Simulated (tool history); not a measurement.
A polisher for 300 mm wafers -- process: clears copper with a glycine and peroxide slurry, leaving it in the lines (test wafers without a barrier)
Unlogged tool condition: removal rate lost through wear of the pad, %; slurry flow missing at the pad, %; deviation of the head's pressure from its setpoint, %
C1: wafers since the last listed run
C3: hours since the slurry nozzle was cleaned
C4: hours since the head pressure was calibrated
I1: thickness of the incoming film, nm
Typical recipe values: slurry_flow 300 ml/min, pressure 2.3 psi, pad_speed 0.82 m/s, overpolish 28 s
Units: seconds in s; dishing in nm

run 1 day=0.000 | slurry_flow=300 pressure=2.3 pad_speed=0.82 overpolish=28 | C1=0 wafers_polished_on_this_pad=458 C3=548.9 C4=345.5 | I1=411.9 | seconds=106.3 dishing=35.1
-- day=0.417 head pressure recalibrated
run 2 day=3.258 | slurry_flow=300 pressure=2.3 pad_speed=0.82 overpolish=28 | C1=416 wafers_polished_on_this_pad=874 C3=627.1 C4=68.2 | I1=396.7 | seconds=106.4 dishing=33.8
run 3 day=4.879 | slurry_flow=300 pressure=2.3 pad_speed=0.82 overpolish=28 | C1=212 wafers_polished_on_this_pad=1087 C3=666.0 C4=107.1 | I1=400.0 | seconds=108.1 dishing=34.6
run 4 day=8.283 | slurry_flow=300 pressure=2.3 pad_speed=0.82 overpolish=28 | C1=446 wafers_polished_on_this_pad=1533 C3=747.7 C4=188.8 | I1=403.0 | seconds=113.9 dishing=34.1
-- day=9.679 worn pad replaced by a new one
run 5 day=11.358 | slurry_flow=300 pressure=2.3 pad_speed=0.82 overpolish=28 | C1=381 wafers_polished_on_this_pad=220 C3=821.5 C4=262.6 | I1=412.5 | seconds=104.0 dishing=34.6
-- day=11.708 slurry nozzle cleaned
run 6 day=15.392 | slurry_flow=300 pressure=2.3 pad_speed=0.70 overpolish=28 | C1=523 wafers_polished_on_this_pad=743 C3=88.4 C4=359.4 | I1=411.1 | seconds=121.5 dishing=33.9
-- day=15.558 head pressure recalibrated
run 7 day=17.400 | slurry_flow=300 pressure=2.3 pad_speed=0.70 overpolish=28 | C1=252 wafers_polished_on_this_pad=996 C3=136.6 C4=44.2 | I1=401.8 | seconds=122.4 dishing=32.5
-- day=20.071 worn pad replaced by a new one
run 8 day=21.504 | slurry_flow=300 pressure=2.3 pad_speed=0.70 overpolish=28 | C1=516 wafers_polished_on_this_pad=188 C3=235.1 C4=142.7 | I1=405.5 | seconds=120.5 dishing=35.7
run 9 day=23.479 | slurry_flow=300 pressure=2.3 pad_speed=0.82 overpolish=28 | C1=258 wafers_polished_on_this_pad=447 C3=282.5 C4=190.1 | I1=404.8 | seconds=106.7 dishing=33.1
run 10 day=25.392 | slurry_flow=365 pressure=1.6 pad_speed=0.92 overpolish=17 | C1=250 wafers_polished_on_this_pad=697 C3=328.4 C4=236.0 | I1=401.4 | seconds=125.8 dishing=26.6

Estimate the outcome of run 11 from the log above:
-- day=27.638 head pressure recalibrated
run 11 day=29.442 | slurry_flow=255 pressure=2.3 pad_speed=0.82 overpolish=41 | C1=520 wafers_polished_on_this_pad=1217 C3=425.6 C4=43.3 | I1=408.5 | seconds=? dishing=?

For run 11 the tool returned seconds 118.8 s, dishing 37.9 nm.
If the tool had no hidden condition, the same run with the same run-to-run variation would have returned seconds 105.6 s, dishing 38.5 nm.
